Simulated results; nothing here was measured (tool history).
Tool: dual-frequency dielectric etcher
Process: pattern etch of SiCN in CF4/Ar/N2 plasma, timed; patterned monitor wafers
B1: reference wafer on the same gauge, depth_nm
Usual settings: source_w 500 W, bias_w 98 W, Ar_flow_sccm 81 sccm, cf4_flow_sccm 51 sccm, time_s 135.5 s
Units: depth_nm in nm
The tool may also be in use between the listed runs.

run 1 hour=0 | source_w=500 bias_w=98 Ar_flow_sccm=73 cf4_flow_sccm=51 time_s=135.5 | B1=156.9 | depth_nm=140.5
run 2 hour=14.2 | source_w=500 bias_w=86 Ar_flow_sccm=81 cf4_flow_sccm=51 time_s=135.5 | B1=157 | depth_nm=130.7
run 3 hour=37.8 | source_w=500 bias_w=86 Ar_flow_sccm=81 cf4_flow_sccm=51 time_s=135.5 | B1=157 | depth_nm=131
run 4 hour=58.3 | source_w=500 bias_w=98 Ar_flow_sccm=81 cf4_flow_sccm=51 time_s=135.5 | B1=156.9 | depth_nm=138.7
-- hour=63.7 source power generator calibrated
run 5 hour=72.2 | source_w=500 bias_w=106 Ar_flow_sccm=81 cf4_flow_sccm=51 time_s=135.5 | B1=157 | depth_nm=150.3
-- hour=85.8 bias power generator calibrated
-- hour=119.8 wet clean of the chamber
run 6 hour=120.3 | source_w=500 bias_w=106 Ar_flow_sccm=81 cf4_flow_sccm=51 time_s=135.5 | B1=157.1 | depth_nm=151.3
run 7 hour=125.5 | source_w=500 bias_w=98 Ar_flow_sccm=81 cf4_flow_sccm=41 time_s=151.5 | B1=157 | depth_nm=158.5
-- hour=152.8 upper electrode replaced
run 8 hour=153.3 | source_w=450 bias_w=80 Ar_flow_sccm=61 cf4_flow_sccm=47 time_s=135.5 | B1=157 | depth_nm=124.7
run 9 hour=160.2 | source_w=500 bias_w=98 Ar_flow_sccm=95 cf4_flow_sccm=43 time_s=135.5 | B1=157 | depth_nm=139
run 10 hour=195.5 | source_w=500 bias_w=106 Ar_flow_sccm=81 cf4_flow_sccm=51 time_s=135.5 | B1=156.9 | depth_nm=150
-- hour=202.8 gauge calibrated
run 11 hour=224.6 | source_w=600 bias_w=121 Ar_flow_sccm=86 cf4_flow_sccm=51 time_s=135.5 | B1=157 | depth_nm=181.1
run 12 hour=250.2 | source_w=420 bias_w=98 Ar_flow_sccm=96 cf4_flow_sccm=62 time_s=107.5 | B1=156.9 | depth_nm=100.7
run 13 hour=267.7 | source_w=420 bias_w=98 Ar_flow_sccm=96 cf4_flow_sccm=62 time_s=107.5 | B1=157 | depth_nm=100.8
-- hour=278.3 CF4 flow controller replaced
run 14 hour=301.1 | source_w=500 bias_w=84 Ar_flow_sccm=73 cf4_flow_sccm=44 time_s=135.5 | B1=157 | depth_nm=133
-- hour=313.6 Ar flow controller replaced
run 15 hour=328 | source_w=470 bias_w=98 Ar_flow_sccm=81 cf4_flow_sccm=51 time_s=135.5 | B1=156.9 | depth_nm=137.6
run 16 hour=354 | source_w=390 bias_w=98 Ar_flow_sccm=81 cf4_flow_sccm=41 time_s=111.5 | B1=156.9 | depth_nm=96.5
run 17 hour=375.2 | source_w=500 bias_w=76 Ar_flow_sccm=81 cf4_flow_sccm=42 time_s=135.5 | B1=157 | depth_nm=123.4
run 18 hour=398.7 | source_w=500 bias_w=111 Ar_flow_sccm=81 cf4_flow_sccm=48 time_s=135.5 | B1=157.1 | depth_nm=151
run 19 hour=432.3 | source_w=500 bias_w=98 Ar_flow_sccm=81 cf4_flow_sccm=51 time_s=135.5 | B1=156.9 | depth_nm=143.4
run 20 hour=455.2 | source_w=500 bias_w=98 Ar_flow_sccm=81 cf4_flow_sccm=51 time_s=149.5 | B1=156.9 | depth_nm=157.4

Some steps in depth_nm between neighbouring runs. How much of each would the tool show without its hidden state too (settings, what came in, random variation), and how much is left for the hidden state, with any gauge scatter that isn't in both results?
The hidden state here: etch rate over this chamber's usual, %; source power that arrives over what is set, %; bias power that arrives over what is set, %; Ar flow that arrives over what is set, %; CF4 flow that arrives over what is set, %; gauge reads high (%).
Run 4 -> 5: bias_w 98 -> 106, source power generator calibrated. depth_nm +11.6 nm: hidden state +5.7, all else +5.9.
Run 5 -> 6: bias power generator calibrated, wet clean of the chamber. depth_nm +1 nm: hidden state +0.7, all else +0.3.
Run 11 -> 12: source_w 600 -> 420, bias_w 121 -> 98, Ar_flow_sccm 86 -> 96, cf4_flow_sccm 51 -> 62, time_s 135.5 -> 107.5. depth_nm -80.4 nm: hidden state +0.4, all else -80.8.
Run 15 -> 16: source_w 470 -> 390, cf4_flow_sccm 51 -> 41, time_s 135.5 -> 111.5. depth_nm -41.1 nm: hidden state +0.4, all else -41.5.
